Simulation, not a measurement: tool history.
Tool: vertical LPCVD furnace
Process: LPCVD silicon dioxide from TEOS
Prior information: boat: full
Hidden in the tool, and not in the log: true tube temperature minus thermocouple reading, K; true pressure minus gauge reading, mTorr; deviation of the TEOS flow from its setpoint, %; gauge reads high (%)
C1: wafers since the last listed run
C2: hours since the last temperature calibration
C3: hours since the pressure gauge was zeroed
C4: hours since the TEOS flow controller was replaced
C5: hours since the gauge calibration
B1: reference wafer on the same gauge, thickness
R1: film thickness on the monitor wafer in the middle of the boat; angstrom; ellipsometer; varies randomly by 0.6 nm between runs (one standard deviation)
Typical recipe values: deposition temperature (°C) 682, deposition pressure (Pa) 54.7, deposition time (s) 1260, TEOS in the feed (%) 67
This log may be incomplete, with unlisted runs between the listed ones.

{"run": 1, "hour": 0.0, "deposition temperature (°C)": 682, "deposition pressure (Pa)": 47.3, "deposition time (s)": 1260, "TEOS in the feed (%)": 67, "C1": 0, "C2": 3430.3, "C3": 854.0, "C4": 6420.0, "C5": 3647.5, "B1": 138.02, "R1": 1238.5}
{"run": 2, "hour": 59.4, "deposition temperature (°C)": 682, "deposition pressure (Pa)": 47.3, "deposition time (s)": 1260, "TEOS in the feed (%)": 67, "C1": 1377, "C2": 3489.7, "C3": 913.4, "C4": 6479.4, "C5": 3706.9, "B1": 138.02, "R1": 1235.5}
{"run": 3, "hour": 120.1, "deposition temperature (°C)": 688, "deposition pressure (Pa)": 54.7, "deposition time (s)": 1260, "TEOS in the feed (%)": 72, "C1": 1407, "C2": 3550.4, "C3": 974.1, "C4": 6540.1, "C5": 3767.6, "B1": 137.97, "R1": 1606.4}
{"run": 4, "hour": 166.5, "deposition temperature (°C)": 688, "deposition pressure (Pa)": 54.7, "deposition time (s)": 1260, "TEOS in the feed (%)": 72, "C1": 1075, "C2": 3596.8, "C3": 1020.5, "C4": 6586.5, "C5": 3814.0, "B1": 138.01, "R1": 1591.0}
{"run": 5, "hour": 371.2, "deposition temperature (°C)": 682, "deposition pressure (Pa)": 60.7, "deposition time (s)": 1500, "TEOS in the feed (%)": 67, "C1": 4746, "C2": 3801.5, "C3": 1225.2, "C4": 6791.2, "C5": 4018.7, "B1": 137.92, "R1": 1694.0}
{"run": 6, "hour": 431.9, "deposition temperature (°C)": 682, "deposition pressure (Pa)": 60.7, "deposition time (s)": 1500, "TEOS in the feed (%)": 67, "C1": 1407, "C2": 3862.2, "C3": 1285.9, "C4": 6851.9, "C5": 4079.4, "B1": 137.94, "R1": 1694.3}
{"hour": 472.5, "done": "gauge calibrated"}
{"run": 7, "hour": 486.1, "deposition temperature (°C)": 682, "deposition pressure (Pa)": 60.7, "deposition time (s)": 1500, "TEOS in the feed (%)": 67, "C1": 1256, "C2": 3916.4, "C3": 1340.1, "C4": 6906.1, "C5": 13.6, "B1": 138.02, "R1": 1694.4}
{"run": 8, "hour": 541.6, "deposition temperature (°C)": 687, "deposition pressure (Pa)": 54.7, "deposition time (s)": 1260, "TEOS in the feed (%)": 67, "C1": 1286, "C2": 3971.9, "C3": 1395.6, "C4": 6961.6, "C5": 69.1, "B1": 138.0, "R1": 1520.1}
{"run": 9, "hour": 610.1, "deposition temperature (°C)": 687, "deposition pressure (Pa)": 54.7, "deposition time (s)": 1260, "TEOS in the feed (%)": 67, "C1": 1588, "C2": 4040.4, "C3": 1464.1, "C4": 7030.1, "C5": 137.6, "B1": 137.86, "R1": 1521.6}
{"run": 10, "hour": 700.2, "deposition temperature (°C)": 682, "deposition pressure (Pa)": 54.7, "deposition time (s)": 1260, "TEOS in the feed (%)": 67, "C1": 2089, "C2": 4130.5, "C3": 1554.2, "C4": 7120.2, "C5": 227.7, "B1": 138.07, "R1": 1355.8}
{"run": 11, "hour": 763.5, "deposition temperature (°C)": 687, "deposition pressure (Pa)": 54.7, "deposition time (s)": 1260, "TEOS in the feed (%)": 67, "C1": 1467, "C2": 4193.8, "C3": 1617.5, "C4": 7183.5, "C5": 291.0, "B1": 137.99, "R1": 1535.2}
{"run": 12, "hour": 840.1, "deposition temperature (°C)": 689, "deposition pressure (Pa)": 45.3, "deposition time (s)": 990, "TEOS in the feed (%)": 78, "C1": 1776, "C2": 4270.4, "C3": 1694.1, "C4": 7260.1, "C5": 367.6, "B1": 137.99, "R1": 1240.2}
{"run": 13, "hour": 915.0, "deposition temperature (°C)": 682, "deposition pressure (Pa)": 54.7, "deposition time (s)": 1260, "TEOS in the feed (%)": 67, "C1": 1736, "C2": 4345.3, "C3": 1769.0, "C4": 7335.0, "C5": 442.5, "B1": 137.99, "R1": 1366.0}
{"run": 14, "hour": 976.9, "deposition temperature (°C)": 678, "deposition pressure (Pa)": 46.0, "deposition time (s)": 1050, "TEOS in the feed (%)": 67, "C1": 1435, "C2": 4407.2, "C3": 1830.9, "C4": 7396.9, "C5": 504.4, "B1": 138.08, "R1": 950.9}
{"run": 15, "hour": 1075.8, "deposition temperature (°C)": 676, "deposition pressure (Pa)": 54.7, "deposition time (s)": 1260, "TEOS in the feed (%)": 54, "C1": 2293, "C2": 4506.1, "C3": 1929.8, "C4": 7495.8, "C5": 603.3, "B1": 138.07, "R1": 1067.2}
{"hour": 1118.5, "done": "TEOS flow controller replaced"}
{"run": 16, "hour": 1140.8, "deposition temperature (°C)": 672, "deposition pressure (Pa)": 54.7, "deposition time (s)": 1260, "TEOS in the feed (%)": 67, "C1": 950, "C2": 4571.1, "C3": 1994.8, "C4": 22.3, "C5": 668.3, "B1": 137.94, "R1": 1072.8}
{"run": 17, "hour": 1244.0, "deposition temperature (°C)": 682, "deposition pressure (Pa)": 50.7, "deposition time (s)": 1260, "TEOS in the feed (%)": 67, "C1": 2392, "C2": 4674.3, "C3": 2098.0, "C4": 125.5, "C5": 771.5, "B1": 138.02, "R1": 1332.4}
{"hour": 1294.0, "done": "thermocouples replaced and temperature profile calibrated"}
{"run": 18, "hour": 1321.6, "deposition temperature (°C)": 690, "deposition pressure (Pa)": 54.7, "deposition time (s)": 870, "TEOS in the feed (%)": 67, "C1": 1242, "C2": 27.6, "C3": 2175.6, "C4": 203.1, "C5": 849.1, "B1": 137.98, "R1": 1068.2}
{"run": 19, "hour": 1428.3, "deposition temperature (°C)": 691, "deposition pressure (Pa)": 54.7, "deposition time (s)": 1590, "TEOS in the feed (%)": 67, "C1": 2473, "C2": 134.3, "C3": 2282.3, "C4": 309.8, "C5": 955.8, "B1": 138.14, "R1": 1978.0}
{"run": 20, "hour": 1482.7, "deposition temperature (°C)": 682, "deposition pressure (Pa)": 54.7, "deposition time (s)": 780, "TEOS in the feed (%)": 78, "C1": 1261, "C2": 188.7, "C3": 2336.7, "C4": 364.2, "C5": 1010.2, "B1": 137.97, "R1": 839.6}
{"run": 21, "hour": 1529.9, "deposition temperature (°C)": 682, "deposition pressure (Pa)": 54.7, "deposition time (s)": 1260, "TEOS in the feed (%)": 67, "C1": 1094, "C2": 235.9, "C3": 2383.9, "C4": 411.4, "C5": 1057.4, "B1": 137.95, "R1": 1270.5}
{"run": 22, "hour": 1567.0, "deposition temperature (°C)": 672, "deposition pressure (Pa)": 61.3, "deposition time (s)": 1260, "TEOS in the feed (%)": 78, "C1": 860, "C2": 273.0, "C3": 2421.0, "C4": 448.5, "C5": 1094.5, "B1": 138.01, "R1": 1127.7}
{"hour": 1599.8, "done": "pressure gauge zeroed"}
{"run": 23, "hour": 1632.9, "deposition temperature (°C)": 682, "deposition pressure (Pa)": 62.0, "deposition time (s)": 1260, "TEOS in the feed (%)": 67, "C1": 971, "C2": 338.9, "C3": 33.1, "C4": 514.4, "C5": 1160.4, "B1": 138.07, "R1": 1382.0}
{"run": 24, "hour": 1717.3, "deposition temperature (°C)": 682, "deposition pressure (Pa)": 54.7, "deposition time (s)": 1260, "TEOS in the feed (%)": 67, "C1": 1956, "C2": 423.3, "C3": 117.5, "C4": 598.8, "C5": 1244.8, "B1": 138.18, "R1": 1284.8}
{"run": 25, "hour": 1792.9, "deposition temperature (°C)": 682, "deposition pressure (Pa)": 58.7, "deposition time (s)": 1650, "TEOS in the feed (%)": 67, "C1": 1752, "C2": 498.9, "C3": 193.1, "C4": 674.4, "C5": 1320.4, "B1": 137.93, "R1": 1755.2}
{"run": 26, "hour": 1852.3, "deposition temperature (°C)": 682, "deposition pressure (Pa)": 45.3, "deposition time (s)": 1260, "TEOS in the feed (%)": 67, "C1": 1377, "C2": 558.3, "C3": 252.5, "C4": 733.8, "C5": 1379.8, "B1": 137.89, "R1": 1181.9}
{"run": 27, "hour": 1935.9, "deposition temperature (°C)": 682, "deposition pressure (Pa)": 54.7, "deposition time (s)": 1260, "TEOS in the feed (%)": 67, "C1": 1938, "C2": 641.9, "C3": 336.1, "C4": 817.4, "C5": 1463.4, "B1": 138.0, "R1": 1289.1}
{"run": 28, "hour": 2035.3, "deposition temperature (°C)": 682, "deposition pressure (Pa)": 54.7, "deposition time (s)": 930, "TEOS in the feed (%)": 67, "C1": 2304, "C2": 741.3, "C3": 435.5, "C4": 916.8, "C5": 1562.8, "B1": 138.02, "R1": 949.7}
{"run": 29, "hour": 2171.1, "deposition temperature (°C)": 682, "deposition pressure (Pa)": 54.7, "deposition time (s)": 1260, "TEOS in the feed (%)": 67, "C1": 3148, "C2": 877.1, "C3": 571.3, "C4": 1052.6, "C5": 1698.6, "B1": 138.03, "R1": 1278.2}
{"run": 30, "hour": 2233.4, "deposition temperature (°C)": 694, "deposition pressure (Pa)": 54.7, "deposition time (s)": 1260, "TEOS in the feed (%)": 67, "C1": 1444, "C2": 939.4, "C3": 633.6, "C4": 1114.9, "C5": 1760.9, "B1": 137.9, "R1": 1709.8}
{"run": 31, "hour": 2322.9, "deposition temperature (°C)": 682, "deposition pressure (Pa)": 41.3, "deposition time (s)": 1260, "TEOS in the feed (%)": 67, "C1": 2075, "C2": 1028.9, "C3": 723.1, "C4": 1204.4, "C5": 1850.4, "B1": 137.99, "R1": 1116.7}

Alternative continuations, all from the tool just after run 31; predict every row:
{"run": "A", "hour": 2326.5, "deposition temperature (°C)": 682, "deposition pressure (Pa)": 54.7, "deposition time (s)": 1260, "TEOS in the feed (%)": 67, "C1": 83, "C2": 1032.5, "C3": 726.7, "C4": 1208.0, "C5": 1854.0, "B1": "?", "R1": "?"}
{"run": "B", "hour": 2326.5, "deposition temperature (°C)": 673, "deposition pressure (Pa)": 54.7, "deposition time (s)": 1410, "TEOS in the feed (%)": 67, "C1": 83, "C2": 1032.5, "C3": 726.7, "C4": 1208.0, "C5": 1854.0, "B1": "?", "R1": "?"}
{"run": "C", "hour": 2326.5, "deposition temperature (°C)": 676, "deposition pressure (Pa)": 47.3, "deposition time (s)": 1260, "TEOS in the feed (%)": 74, "C1": 83, "C2": 1032.5, "C3": 726.7, "C4": 1208.0, "C5": 1854.0, "B1": "?", "R1": "?"}
{"run": "D", "hour": 2326.5, "deposition temperature (°C)": 682, "deposition pressure (Pa)": 42.7, "deposition time (s)": 1110, "TEOS in the feed (%)": 62, "C1": 83, "C2": 1032.5, "C3": 726.7, "C4": 1208.0, "C5": 1854.0, "B1": "?", "R1": "?"}

run=A B1=138.00 R1=1284.0
run=B B1=138.00 R1=1153.8
run=C B1=138.00 R1=1084.5
run=D B1=138.00 R1=960.1
With the hidden condition removed and each run's random variation left untouched, the same runs would have given:
run=A R1=1284.6
run=B R1=1154.3
run=C R1=1085.8
run=D R1=961.8
